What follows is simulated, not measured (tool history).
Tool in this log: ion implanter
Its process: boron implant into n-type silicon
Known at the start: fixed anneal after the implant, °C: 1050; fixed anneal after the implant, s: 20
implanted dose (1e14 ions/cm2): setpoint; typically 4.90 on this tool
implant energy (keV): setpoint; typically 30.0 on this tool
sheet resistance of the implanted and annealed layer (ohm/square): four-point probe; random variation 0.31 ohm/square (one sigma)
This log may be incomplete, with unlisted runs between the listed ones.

run    hour  implanted dose (1e14 ions/cm2)  implant energy (keV)  read-back reference wafer on the same gauge, sheet resistance  sheet resistance of the implanted and annealed layer (ohm/square)
  1     0.0                            4.90                  30.0                                                         174.94                                                             203.00
  2    43.2                            4.90                  30.0                                                         175.07                                                             203.01
  3    89.9                            4.90                  30.0                                                         174.94                                                             202.99
  4   143.0                            4.90                  30.0                                                         174.97                                                             203.09
  5   169.2                            4.90                  36.0                                                         174.86                                                             198.79
  6   235.7                            4.90                  36.0                                                         175.11                                                             198.88
  7   348.0                            4.90                  36.0                                                         175.00                                                             198.66
  8   415.1                            5.70                  30.0                                                         174.99                                                             178.33
  9   456.1                            5.70                  30.0                                                         174.93                                                             178.21
 10   504.3                            5.74                  30.0                                                         174.91                                                             177.11
 11   540.3                            5.74                  30.0                                                         175.01                                                             176.91
 12   579.1                            5.74                  30.0                                                         174.89                                                             177.09
 13   640.3                            3.77                  25.5                                                         174.97                                                             254.75
 14   700.3                            3.77                  25.5                                                         174.84                                                             254.64
 15   741.9                            3.77                  25.5                                                         174.99                                                             254.20
      758.2  -- extraction supply calibrated
 16   783.5                            4.90                  30.0                                                         175.02                                                             200.88
 17   830.9                            4.90                  35.0                                                         175.08                                                             197.50
 18   886.5                            4.35                  38.0                                                         175.04                                                             216.09
 19   944.8                            4.90                  30.0                                                         174.91                                                             200.27
      946.6  -- gauge calibrated
 20   983.2                            5.87                  35.5                                                         175.06                                                             169.19
 21  1024.5                            5.47                  30.0                                                         175.00                                                             182.81
     1076.8  -- Faraday cup replaced and dose calibrated
 22  1077.3                            4.35                  38.0                                                         175.09                                                             218.94
 23  1145.1                            4.90                  37.0                                                         174.92                                                             198.78
 24  1190.4                            4.53                  27.0                                                         174.95                                                             219.57
 25  1250.4                            5.48                  38.0                                                         175.07                                                             180.77
 26  1318.8                            4.90                  30.0                                                         175.02                                                             204.14
 27  1343.2                            4.90                  30.0                                                         175.09                                                             203.57
 28  1384.1                            4.90                  30.0                                                         175.06                                                             203.64
 29  1501.2                            3.87                  27.5                                                         175.00                                                             249.58
 30  1538.7                            4.48                  38.0                                                         175.05                                                             213.95
 31  1574.4                            4.90                  21.5                                                         174.84                                                             211.32
 32  1630.7                            4.90                  30.0                                                         174.97                                                             202.97
 33  1678.6                            4.90                  30.0                                                         174.95                                                             202.68

Predict each of these 5 candidate next runs independently; none follows another, all start after run 33:
  A  1679.0                            4.90                  34.5                                                              ?                                                                  ?
  B  1679.0                            5.66                  25.5                                                              ?                                                                  ?
  C  1679.0                            5.63                  21.5                                                              ?                                                                  ?
  D  1679.0                            5.81                  33.5                                                              ?                                                                  ?
  E  1679.0                            5.50                  30.0                                                              ?                                                                  ?

run  read-back reference wafer on the same gauge, sheet resistance  sheet resistance of the implanted and annealed layer (ohm/square)
  A                                                         175.00                                                             200.03
  B                                                         175.00                                                             183.54
  C                                                         175.00                                                             187.94
  D                                                         175.00                                                             174.14
  E                                                         175.00                                                             184.54
Had the tool no hidden state, the same runs would have come out as:
run  sheet resistance of the implanted and annealed layer (ohm/square)
  A                                                             200.32
  B                                                             183.81
  C                                                             188.22
  D                                                             174.39
  E                                                             184.81

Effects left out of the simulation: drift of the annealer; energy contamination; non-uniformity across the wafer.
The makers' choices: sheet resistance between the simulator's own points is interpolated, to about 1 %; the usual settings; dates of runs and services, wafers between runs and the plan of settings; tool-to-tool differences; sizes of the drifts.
